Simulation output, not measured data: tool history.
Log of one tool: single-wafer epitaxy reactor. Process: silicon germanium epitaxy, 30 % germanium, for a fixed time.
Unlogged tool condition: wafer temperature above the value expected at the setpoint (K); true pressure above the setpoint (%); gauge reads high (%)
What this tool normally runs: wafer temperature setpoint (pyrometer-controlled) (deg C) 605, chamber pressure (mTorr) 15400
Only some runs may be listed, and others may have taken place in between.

run   hour  wafer temperature setpoint (pyrometer-controlled) (deg C)  chamber pressure (mTorr)  wafers since the last listed run  hours since the last pyrometer calibration  hours since the last manometer calibration  hours since the showerhead was replaced  hours since the gauge calibration  read-back reference wafer on the same gauge, thickness_nm  mean film thickness on the monitor wafer (Å)
  1      0                                                        605                     15400                                 0                                      2675.2                                      1858.3                                     3731                                4.4                                                     46.936                                        511.09
  2   10.9                                                        605                     16200                               273                                      2686.1                                      1869.2                                   3741.9                               15.3                                                     46.924                                        520.87
  3   23.1                                                        605                     16200                               305                                      2698.3                                      1881.4                                   3754.1                               27.5                                                     46.884                                        522.97
  4   37.2                                                        605                     12500                               353                                      2712.4                                      1895.5                                   3768.2                               41.6                                                     46.927                                         469.4
  5   48.9                                                        605                     15400                               293                                      2724.1                                      1907.2                                   3779.9                               53.3                                                     46.849                                        511.48
  6   57.8                                                        605                     15400                               222                                        2733                                      1916.1                                   3788.8                               62.2                                                     46.903                                        512.04
  7   72.9                                                        605                     15400                               378                                      2748.1                                      1931.2                                   3803.9                               77.3                                                     46.861                                        510.38
  8   87.9                                                        597                     16500                               375                                      2763.1                                      1946.2                                   3818.9                               92.3                                                     46.909                                        462.84
     101.2  -- pyrometer calibrated
  9  101.7                                                        597                     16500                               145                                         0.5                                        1960                                   3832.7                              106.1                                                     46.871                                        513.33
 10  112.5                                                        597                     16500                               270                                        11.3                                      1970.8                                   3843.5                              116.9                                                     46.957                                        511.77
 11  121.6                                                        605                     15400                               227                                        20.4                                      1979.9                                   3852.6                                126                                                     46.918                                        564.46
 12  133.8                                                        605                     15400                               305                                        32.6                                      1992.1                                   3864.8                              138.2                                                     46.911                                        563.65
 13  149.4                                                        605                     15400                               390                                        48.2                                      2007.7                                   3880.4                              153.8                                                     46.934                                        560.78
 14  166.7                                                        613                     18500                               433                                        65.5                                        2025                                   3897.7                              171.1                                                     46.845                                        685.06
       202  -- showerhead replaced
 15  202.5                                                        595                     13600                               696                                       101.3                                      2060.8                                      0.5                              206.9                                                     46.961                                         454.2
 16  209.9                                                        605                     15400                               185                                       108.7                                      2068.2                                      7.9                              214.3                                                     46.867                                         558.5
 17  216.8                                                        598                     16800                               172                                       115.6                                      2075.1                                     14.8                              221.2                                                     46.917                                        516.58
 18  233.8                                                        599                     15400                               425                                       132.6                                      2092.1                                     31.8                              238.2                                                      46.91                                        507.26
     253.5  -- capacitance manometer re-zeroed and calibrated
 19    254                                                        600                     18900                               305                                       152.8                                         0.5                                       52                              258.4                                                     46.844                                        558.75
     257.5  -- gauge calibrated
 20  258.1                                                        605                     15400                               102                                       156.9                                         4.6                                     56.1                                0.6                                                     46.916                                        556.42
 21    270                                                        591                     15400                               298                                       168.8                                        16.5                                       68                               12.5                                                     46.911                                         442.8
 22  277.1                                                        605                     11800                               177                                       175.9                                        23.6                                     75.1                               19.6                                                     46.929                                        497.42
 23    285                                                        597                     16400                               197                                       183.8                                        31.5                                       83                               27.5                                                     46.861                                        498.99
 24  302.9                                                        617                     18300                               448                                       201.7                                        49.4                                    100.9                               45.4                                                     46.874                                        715.45
 25  316.6                                                        605                     15400                               343                                       215.4                                        63.1                                    114.6                               59.1                                                     46.886                                        552.59
 26  331.2                                                        598                     16800                               365                                         230                                        77.7                                    129.2                               73.7                                                     46.888                                        510.92

Alternative continuations, all from the tool just after run 26; predict every row:
  A  331.6                                                        605                     18800                                10                                       230.4                                        78.1                                    129.6                               74.1                                                          ?                                             ?
  B  331.6                                                        605                     14300                                10                                       230.4                                        78.1                                    129.6                               74.1                                                          ?                                             ?
  C  331.6                                                        601                     16800                                10                                       230.4                                        78.1                                    129.6                               74.1                                                          ?                                             ?
  D  331.6                                                        594                     16600                                10                                       230.4                                        78.1                                    129.6                               74.1                                                          ?                                             ?

run  read-back reference wafer on the same gauge, thickness_nm  mean film thickness on the monitor wafer (Å)
  A                                                     46.868                                         598.9
  B                                                     46.868                                        535.96
  C                                                     46.868                                        536.78
  D                                                     46.868                                        477.06
With the hidden condition removed and each run's random variation left untouched, the same runs would have given:
run  mean film thickness on the monitor wafer (Å)
  A                                        605.42
  B                                         541.8
  C                                        542.67
  D                                        482.37

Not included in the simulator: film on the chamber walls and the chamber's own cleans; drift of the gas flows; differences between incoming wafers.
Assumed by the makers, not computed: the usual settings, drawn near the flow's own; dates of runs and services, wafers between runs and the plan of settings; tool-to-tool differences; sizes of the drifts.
